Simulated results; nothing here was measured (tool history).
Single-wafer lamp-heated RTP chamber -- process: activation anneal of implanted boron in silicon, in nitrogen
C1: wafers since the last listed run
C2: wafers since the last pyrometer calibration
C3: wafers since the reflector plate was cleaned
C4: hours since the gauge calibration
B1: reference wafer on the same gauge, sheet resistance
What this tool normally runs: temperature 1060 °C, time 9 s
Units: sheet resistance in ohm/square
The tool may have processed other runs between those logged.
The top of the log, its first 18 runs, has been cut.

run 19 day=80.908 | temperature=1079 time=12 | C1=1139 C2=10488 C3=3874 C4=4915.0 | B1=145.67 | sheet_resistance=144.06
-- day=84.992 pyrometer window cleaned and pyrometer calibrated
run 20 day=94.258 | temperature=1036 time=14 | C1=4606 C2=3278 C3=8480 C4=5235.4 | B1=145.77 | sheet_resistance=145.28
-- day=94.525 gauge calibrated
run 21 day=96.521 | temperature=1060 time=9 | C1=800 C2=4079 C3=9281 C4=47.9 | B1=143.82 | sheet_resistance=142.55
run 22 day=100.800 | temperature=1042 time=4 | C1=1514 C2=5593 C3=10795 C4=150.6 | B1=143.91 | sheet_resistance=143.73
run 23 day=105.058 | temperature=1081 time=7 | C1=1507 C2=7100 C3=12302 C4=252.8 | B1=144.04 | sheet_resistance=143.33
-- day=105.967 reflector plate cleaned
run 24 day=107.658 | temperature=1086 time=13 | C1=802 C2=7902 C3=598 C4=315.2 | B1=144.08 | sheet_resistance=142.21
run 25 day=110.621 | temperature=1079 time=13 | C1=1048 C2=8951 C3=1647 C4=386.3 | B1=144.13 | sheet_resistance=142.27
run 26 day=113.671 | temperature=1043 time=14 | C1=1079 C2=10030 C3=2726 C4=459.5 | B1=144.17 | sheet_resistance=143.20
run 27 day=116.633 | temperature=1039 time=5 | C1=1048 C2=11079 C3=3774 C4=530.6 | B1=144.26 | sheet_resistance=144.44
run 28 day=120.008 | temperature=1038 time=9 | C1=1194 C2=12273 C3=4969 C4=611.6 | B1=144.34 | sheet_resistance=144.14
run 29 day=123.467 | temperature=1044 time=14 | C1=1223 C2=13497 C3=6193 C4=694.6 | B1=144.40 | sheet_resistance=143.53
-- day=127.025 pyrometer window cleaned and pyrometer calibrated
run 30 day=127.512 | temperature=1083 time=5 | C1=1313 C2=173 C3=7507 C4=791.7 | B1=144.43 | sheet_resistance=143.73
run 31 day=138.458 | temperature=1060 time=9 | C1=3873 C2=4046 C3=11380 C4=1054.4 | B1=144.61 | sheet_resistance=143.55
-- day=147.967 reflector plate cleaned
run 32 day=151.662 | temperature=1060 time=9 | C1=4554 C2=8601 C3=1308 C4=1371.3 | B1=144.74 | sheet_resistance=143.35
run 33 day=154.733 | temperature=1060 time=11 | C1=1086 C2=9688 C3=2394 C4=1445.0 | B1=144.74 | sheet_resistance=143.67
run 34 day=158.062 | temperature=1044 time=7 | C1=1178 C2=10866 C3=3573 C4=1524.9 | B1=144.84 | sheet_resistance=144.07
run 35 day=162.083 | temperature=1032 time=14 | C1=1422 C2=12289 C3=4996 C4=1621.4 | B1=144.85 | sheet_resistance=144.46
-- day=164.196 pyrometer window cleaned and pyrometer calibrated
run 36 day=165.817 | temperature=1070 time=5 | C1=1203 C2=573 C3=6199 C4=1711.0 | B1=144.93 | sheet_resistance=144.42
run 37 day=167.375 | temperature=1046 time=4 | C1=551 C2=1124 C3=6750 C4=1748.4 | B1=144.93 | sheet_resistance=144.96

Here are 3 independent what-if runs from the current tool condition. What would each one return?
run A day=167.392 | temperature=1060 time=9 | C1=5 C2=1130 C3=6756 C4=1748.8 | B1=? | sheet_resistance=?
run B day=167.392 | temperature=1036 time=6 | C1=5 C2=1130 C3=6756 C4=1748.8 | B1=? | sheet_resistance=?
run C day=167.392 | temperature=1045 time=12 | C1=5 C2=1130 C3=6756 C4=1748.8 | B1=? | sheet_resistance=?

run=A B1=144.94 sheet_resistance=143.94
run=B B1=144.94 sheet_resistance=145.28
run=C B1=144.94 sheet_resistance=144.11
The same runs, with their run-to-run variation unchanged, on a tool lacking any hidden condition would have given:
run=A sheet_resistance=143.04
run=B sheet_resistance=144.37
run=C sheet_resistance=143.20
